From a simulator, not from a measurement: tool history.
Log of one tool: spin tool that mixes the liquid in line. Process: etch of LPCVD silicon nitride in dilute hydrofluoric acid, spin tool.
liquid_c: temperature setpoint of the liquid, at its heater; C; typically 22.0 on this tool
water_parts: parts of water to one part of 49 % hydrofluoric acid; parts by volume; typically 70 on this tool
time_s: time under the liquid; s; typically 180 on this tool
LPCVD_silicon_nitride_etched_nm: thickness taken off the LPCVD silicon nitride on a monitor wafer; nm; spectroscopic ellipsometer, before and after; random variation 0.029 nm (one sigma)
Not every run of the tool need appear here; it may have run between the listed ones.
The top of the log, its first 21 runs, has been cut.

| run | hour | liquid_c | water_parts | time_s | read-back film thickness of the LPCVD silicon nitride reference wafer, read on the same gauge (nm) | LPCVD_silicon_nitride_etched_nm |
|---|---|---|---|---|---|---|
| 22 | 1714.6 | 25.5 | 60 | 140 | 139.990 | 1.416 |
|  | 1780.3 | hydrofluoric acid flow meter replaced |
|  | 1951.0 | thermometer replaced |
| 23 | 2001.2 | 22.0 | 70 | 135 | 139.983 | 0.917 |
| 24 | 2073.0 | 20.0 | 70 | 250 | 140.009 | 1.526 |
| 25 | 2126.1 | 22.0 | 70 | 180 | 140.015 | 1.286 |
| 26 | 2166.8 | 22.0 | 70 | 275 | 140.002 | 1.907 |
| 27 | 2220.0 | 24.0 | 70 | 210 | 140.017 | 1.703 |
| 28 | 2287.3 | 22.0 | 100 | 180 | 139.988 | 0.889 |
| 29 | 2392.6 | 19.0 | 70 | 180 | 140.001 | 1.024 |
| 30 | 2487.7 | 22.0 | 70 | 180 | 139.999 | 1.226 |
|  | 2506.1 | hydrofluoric acid flow meter replaced |
| 31 | 2545.7 | 25.5 | 90 | 180 | 139.990 | 1.230 |
| 32 | 2591.7 | 22.0 | 70 | 180 | 140.003 | 1.241 |
|  | 2610.9 | thermometer replaced |
| 33 | 2677.4 | 25.5 | 70 | 240 | 140.015 | 2.077 |

Alternative continuations, all from the tool just after run 33; predict every row:
| A | 2677.9 | 22.0 | 70 | 180 | ? | ? |
| B | 2677.9 | 26.5 | 70 | 115 | ? | ? |
| C | 2677.9 | 18.5 | 45 | 130 | ? | ? |

| run | read-back film thickness of the LPCVD silicon nitride reference wafer, read on the same gauge (nm) | LPCVD_silicon_nitride_etched_nm |
|---|---|---|
| A | 139.980 | 1.270 |
| B | 139.980 | 1.095 |
| C | 139.980 | 1.107 |
The same runs, with their run-to-run variation unchanged, on a tool lacking any hidden condition would have given:
| run | LPCVD_silicon_nitride_etched_nm |
|---|---|
| A | 1.270 |
| B | 1.095 |
| C | 1.107 |

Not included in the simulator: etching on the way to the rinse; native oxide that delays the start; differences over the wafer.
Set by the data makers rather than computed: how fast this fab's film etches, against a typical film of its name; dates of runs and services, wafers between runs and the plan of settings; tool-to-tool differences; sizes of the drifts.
